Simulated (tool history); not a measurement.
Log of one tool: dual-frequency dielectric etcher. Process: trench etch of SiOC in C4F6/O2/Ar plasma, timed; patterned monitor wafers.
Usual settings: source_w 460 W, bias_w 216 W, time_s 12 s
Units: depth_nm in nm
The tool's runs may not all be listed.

run   hour  source_w  bias_w  time_s  wafers since the last listed run  hours since the last wet clean  hours since the last source power generator calibration  hours since the last bias power generator calibration  hours since the last upper electrode change  hours since the gauge calibration  read-back reference wafer on the same gauge, depth_nm  depth_nm
  1      0       460     216      12                                 0                           379.7                                                   1945.4                                                 2956.7                                       1767.8                              395.8                                                  33.75     28.05
  2     64       460     216      12                              1109                           443.7                                                   2009.4                                                 3020.7                                       1831.8                              459.8                                                  33.71     27.95
  3   94.2       460     216      12                               523                           473.9                                                   2039.6                                                 3050.9                                         1862                                490                                                   33.8     27.57
  4    129       460     195      12                               603                           508.7                                                   2074.4                                                 3085.7                                       1896.8                              524.8                                                   33.7      26.3
  5  167.9       460     195      12                               674                           547.6                                                   2113.3                                                 3124.6                                       1935.7                              563.7                                                  33.68     26.05
     237.1  -- wet clean of the chamber
  6  246.5       460     195      12                               946                             9.4                                                   2191.9                                                 3203.2                                       2014.3                              642.3                                                  33.72     27.46
  7  272.6       460     216      12                               452                            35.5                                                     2218                                                 3229.3                                       2040.4                              668.4                                                  33.73      28.9
     285.4  -- source power generator calibrated
  8  305.2       460     216      12                               495                            68.1                                                     19.8                                                 3261.9                                         2073                                701                                                  33.67     28.75
  9  353.3       460     216      15                               833                           116.2                                                     67.9                                                   3310                                       2121.1                              749.1                                                  33.76     35.97
     376.8  -- gauge calibrated
     384.4  -- upper electrode replaced
 10  417.7       460     195      12                               700                           180.6                                                    132.3                                                 3374.4                                         33.3                               40.9                                                   33.7     26.66
 11  469.5       460     168      10                               897                           232.4                                                    184.1                                                 3426.2                                         85.1                               92.7                                                  33.67     20.44
     499.3  -- bias power generator calibrated
 12  517.6       540     216      15                               764                           280.5                                                    232.2                                                   18.3                                        133.2                              140.8                                                  33.71     38.04
 13  586.1       460     216      12                              1187                             349                                                    300.7                                                   86.8                                        201.7                              209.3                                                  33.72     28.04
 14  657.1       420     184      12                              1230                             420                                                    371.7                                                  157.8                                        272.7                              280.3                                                  33.68     24.31
 15  697.6       370     216     9.5                               701                           460.5                                                    412.2                                                  198.3                                        313.2                              320.8                                                  33.65     19.57
 16  756.7       340     232      12                              1024                           519.6                                                    471.3                                                  257.4                                        372.3                              379.9                                                  33.71     24.49

4 ways to go on from here, each from the tool as it stands after run 16. What would each give?
  A  757.1       460     231      12                                 6                             520                                                    471.7                                                  257.8                                        372.7                              380.3                                                      ?         ?
  B  757.1       360     216      12                                 6                             520                                                    471.7                                                  257.8                                        372.7                              380.3                                                      ?         ?
  C  757.1       430     238      10                                 6                             520                                                    471.7                                                  257.8                                        372.7                              380.3                                                      ?         ?
  D  757.1       460     175      15                                 6                             520                                                    471.7                                                  257.8                                        372.7                              380.3                                                      ?         ?

run  read-back reference wafer on the same gauge, depth_nm  depth_nm
  A                                                  33.65     28.56
  B                                                  33.65     24.32
  C                                                  33.65     23.37
  D                                                  33.65     30.79
Without the tool's hidden state the same runs would have given:
run  depth_nm
  A     30.11
  B     25.64
  C     24.64
  D     32.46

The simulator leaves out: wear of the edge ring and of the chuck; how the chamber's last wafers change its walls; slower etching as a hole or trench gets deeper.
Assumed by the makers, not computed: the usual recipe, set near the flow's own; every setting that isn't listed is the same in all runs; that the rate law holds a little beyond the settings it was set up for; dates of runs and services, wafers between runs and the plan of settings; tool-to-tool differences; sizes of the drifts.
